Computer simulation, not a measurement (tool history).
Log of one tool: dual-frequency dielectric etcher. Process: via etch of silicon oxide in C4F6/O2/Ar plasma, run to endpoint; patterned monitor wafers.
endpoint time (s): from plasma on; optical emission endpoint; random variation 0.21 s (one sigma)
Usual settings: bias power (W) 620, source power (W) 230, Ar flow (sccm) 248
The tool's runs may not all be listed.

run    hour  bias power (W)  source power (W)  Ar flow (sccm)  incoming incoming film thickness, nm  endpoint time (s)
  1     0.0             549               260             248                                 127.2               28.6
  2    99.3             549               260             248                                 126.1               28.4
  3   162.9             620               260             248                                 126.8               27.7
      289.3  -- wet clean of the chamber
  4   289.8             620               260             248                                 126.8               26.3
      320.5  -- bias power generator calibrated
  5   369.1             620               260             248                                 126.9               26.8
      408.7  -- upper electrode replaced
  6   463.6             620               230             248                                 126.6               28.3
  7   533.9             620               230             201                                 128.6               28.6
  8   639.2             620               230             201                                 126.5               28.4
  9   720.9             620               230             248                                 126.8               29.1
      786.6  -- Ar flow controller replaced
 10   813.4             563               230             248                                 126.4               30.3
      899.8  -- wet clean of the chamber
 11   916.6             767               260             248                                 126.6               24.7
      944.3  -- source power generator calibrated
 12   961.3             701               280             303                                 127.2               25.2
 13  1026.4             681               260             218                                 127.4               25.5
 14  1063.1             529               230             248                                 127.4               29.4
 15  1108.3             725               270             208                                 128.3               25.2
 16  1163.2             467               210             287                                 126.1               32.0
 17  1200.9             620               230             248                                 126.7               28.0
 18  1277.2             620               230             248                                 127.9               28.9
 19  1340.5             746               250             190                                 127.7               25.7
 20  1417.4             620               180             248                                 127.4               33.0
 21  1464.9             743               230             215                                 127.5               27.2
     1525.3  -- wet clean of the chamber
 22  1561.9             562               180             227                                 127.7               32.9
 23  1609.9             620               230             248                                 127.5               28.8
 24  1658.4             620               230             248                                 128.3               28.8
 25  1717.4             702               290             248                                 126.8               25.0
 26  1825.0             620               230             248                                 128.2               29.5
 27  1921.6             620               230             199                                 125.6               27.9
 28  2021.0             620               260             248                                 127.8               28.0

Hidden state or all else? Some run-to-run changes of endpoint time (s), split into what the settings, what came in and random variation would give without the hidden state, and what is left for the hidden state (with any gauge scatter that isn't in both results):
The hidden state here: etch rate over this chamber's usual, %; bias power that arrives over what is set, %; source power that arrives over what is set, %; Ar flow that arrives over what is set, %.
Run 3 -> 4: wet clean of the chamber. endpoint time (s) -1.4: hidden state -1.3, all else -0.1.
Run 10 -> 11: bias power (W) 563 -> 767, source power (W) 230 -> 260, wet clean of the chamber. endpoint time (s) -5.6: hidden state -1.6, all else -4.0.
Run 15 -> 16: bias power (W) 725 -> 467, source power (W) 270 -> 210, Ar flow (sccm) 208 -> 287. endpoint time (s) +6.8: hidden state +0.3, all else +6.5.
Run 19 -> 20: bias power (W) 746 -> 620, source power (W) 250 -> 180, Ar flow (sccm) 190 -> 248. endpoint time (s) +7.3: hidden state +0.5, all else +6.8.
